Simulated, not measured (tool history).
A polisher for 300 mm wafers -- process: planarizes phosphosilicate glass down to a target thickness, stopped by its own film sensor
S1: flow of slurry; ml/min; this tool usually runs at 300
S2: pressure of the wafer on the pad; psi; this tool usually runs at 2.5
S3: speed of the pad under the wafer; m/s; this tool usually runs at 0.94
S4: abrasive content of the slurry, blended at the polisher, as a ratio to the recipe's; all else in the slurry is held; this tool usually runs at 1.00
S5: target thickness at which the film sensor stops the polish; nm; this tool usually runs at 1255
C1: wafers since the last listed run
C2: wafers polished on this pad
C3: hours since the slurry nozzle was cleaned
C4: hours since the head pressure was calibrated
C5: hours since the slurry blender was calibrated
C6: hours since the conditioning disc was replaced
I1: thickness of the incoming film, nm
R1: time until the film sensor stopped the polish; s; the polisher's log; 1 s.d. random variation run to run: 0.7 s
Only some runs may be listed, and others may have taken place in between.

run 1 hour=0.0 | S1=300 S2=2.5 S3=0.94 S4=1.00 S5=1255 | C1=0 C2=1309 C3=246.8 C4=847.6 C5=185.6 C6=84.0 | I1=1668.6 | R1=85.5
-- hour=19.0 worn pad replaced by a new one
run 2 hour=19.5 | S1=300 S2=2.5 S3=0.94 S4=1.00 S5=1308 | C1=213 C2=6 C3=266.3 C4=867.1 C5=205.1 C6=103.5 | I1=1683.9 | R1=70.5
run 3 hour=25.8 | S1=300 S2=2.5 S3=0.94 S4=1.00 S5=1308 | C1=86 C2=93 C3=272.6 C4=873.4 C5=211.4 C6=109.8 | I1=1641.4 | R1=62.2
run 4 hour=36.1 | S1=300 S2=2.5 S3=0.86 S4=1.00 S5=1255 | C1=141 C2=235 C3=282.9 C4=883.7 C5=221.7 C6=120.1 | I1=1680.1 | R1=87.1
run 5 hour=48.0 | S1=300 S2=2.5 S3=0.94 S4=1.00 S5=1255 | C1=163 C2=398 C3=294.8 C4=895.6 C5=233.6 C6=132.0 | I1=1668.0 | R1=78.6
run 6 hour=62.6 | S1=300 S2=2.5 S3=0.94 S4=1.00 S5=1255 | C1=200 C2=599 C3=309.4 C4=910.2 C5=248.2 C6=146.6 | I1=1666.2 | R1=79.3
-- hour=72.7 slurry nozzle cleaned
run 7 hour=73.5 | S1=300 S2=2.5 S3=0.94 S4=1.00 S5=1255 | C1=136 C2=735 C3=0.8 C4=921.1 C5=259.1 C6=157.5 | I1=1674.0 | R1=81.7
run 8 hour=87.4 | S1=300 S2=2.5 S3=0.94 S4=1.00 S5=1255 | C1=191 C2=927 C3=14.7 C4=935.0 C5=273.0 C6=171.4 | I1=1688.7 | R1=85.9
run 9 hour=95.5 | S1=300 S2=2.8 S3=0.94 S4=1.00 S5=1364 | C1=111 C2=1038 C3=22.8 C4=943.1 C5=281.1 C6=179.5 | I1=1667.3 | R1=56.0
run 10 hour=105.7 | S1=300 S2=2.5 S3=0.94 S4=1.00 S5=1308 | C1=140 C2=1178 C3=33.0 C4=953.3 C5=291.3 C6=189.7 | I1=1646.5 | R1=68.9
-- hour=114.7 head pressure recalibrated
run 11 hour=115.3 | S1=360 S2=2.5 S3=0.94 S4=1.20 S5=1255 | C1=104 C2=1283 C3=42.6 C4=0.6 C5=300.9 C6=199.3 | I1=1681.8 | R1=79.0
-- hour=118.5 conditioning disc replaced and pad reconditioned
-- hour=126.3 worn pad replaced by a new one
run 12 hour=126.8 | S1=325 S2=2.5 S3=0.94 S4=1.00 S5=1255 | C1=75 C2=7 C3=54.1 C4=12.1 C5=312.4 C6=8.3 | I1=1670.4 | R1=76.0
run 13 hour=132.8 | S1=300 S2=2.5 S3=0.94 S4=1.25 S5=1255 | C1=82 C2=89 C3=60.1 C4=18.1 C5=318.4 C6=14.3 | I1=1656.8 | R1=66.5
run 14 hour=144.8 | S1=270 S2=2.1 S3=0.80 S4=1.00 S5=1255 | C1=165 C2=255 C3=72.1 C4=30.1 C5=330.4 C6=26.3 | I1=1656.3 | R1=100.0
run 15 hour=154.3 | S1=300 S2=2.5 S3=0.84 S4=0.90 S5=1255 | C1=130 C2=385 C3=81.6 C4=39.6 C5=339.9 C6=35.8 | I1=1697.6 | R1=98.1
-- hour=158.1 slurry blender recalibrated
run 16 hour=186.6 | S1=245 S2=2.5 S3=0.94 S4=0.90 S5=1183 | C1=416 C2=802 C3=113.9 C4=71.9 C5=28.5 C6=68.1 | I1=1676.1 | R1=105.9
run 17 hour=199.2 | S1=245 S2=2.0 S3=1.24 S4=1.20 S5=1255 | C1=173 C2=975 C3=126.5 C4=84.5 C5=41.1 C6=80.7 | I1=1673.0 | R1=72.5

Each row is a separate what-if for the run after 17, all from the same tool condition, not one after another. Results?
run A hour=199.6 | S1=300 S2=2.5 S3=0.94 S4=0.80 S5=1255 | C1=5 C2=981 C3=126.9 C4=84.9 C5=41.5 C6=81.1 | I1=1649.9 | R1=?
run B hour=199.6 | S1=300 S2=2.5 S3=0.66 S4=1.00 S5=1359 | C1=5 C2=981 C3=126.9 C4=84.9 C5=41.5 C6=81.1 | I1=1649.9 | R1=?
run C hour=199.6 | S1=300 S2=3.4 S3=0.94 S4=0.90 S5=1255 | C1=5 C2=981 C3=126.9 C4=84.9 C5=41.5 C6=81.1 | I1=1649.9 | R1=?

run=A R1=92.3
run=B R1=76.7
run=C R1=65.1
With the hidden condition removed and each run's random variation left untouched, the same runs would have given:
run=A R1=86.8
run=B R1=72.2
run=C R1=61.2

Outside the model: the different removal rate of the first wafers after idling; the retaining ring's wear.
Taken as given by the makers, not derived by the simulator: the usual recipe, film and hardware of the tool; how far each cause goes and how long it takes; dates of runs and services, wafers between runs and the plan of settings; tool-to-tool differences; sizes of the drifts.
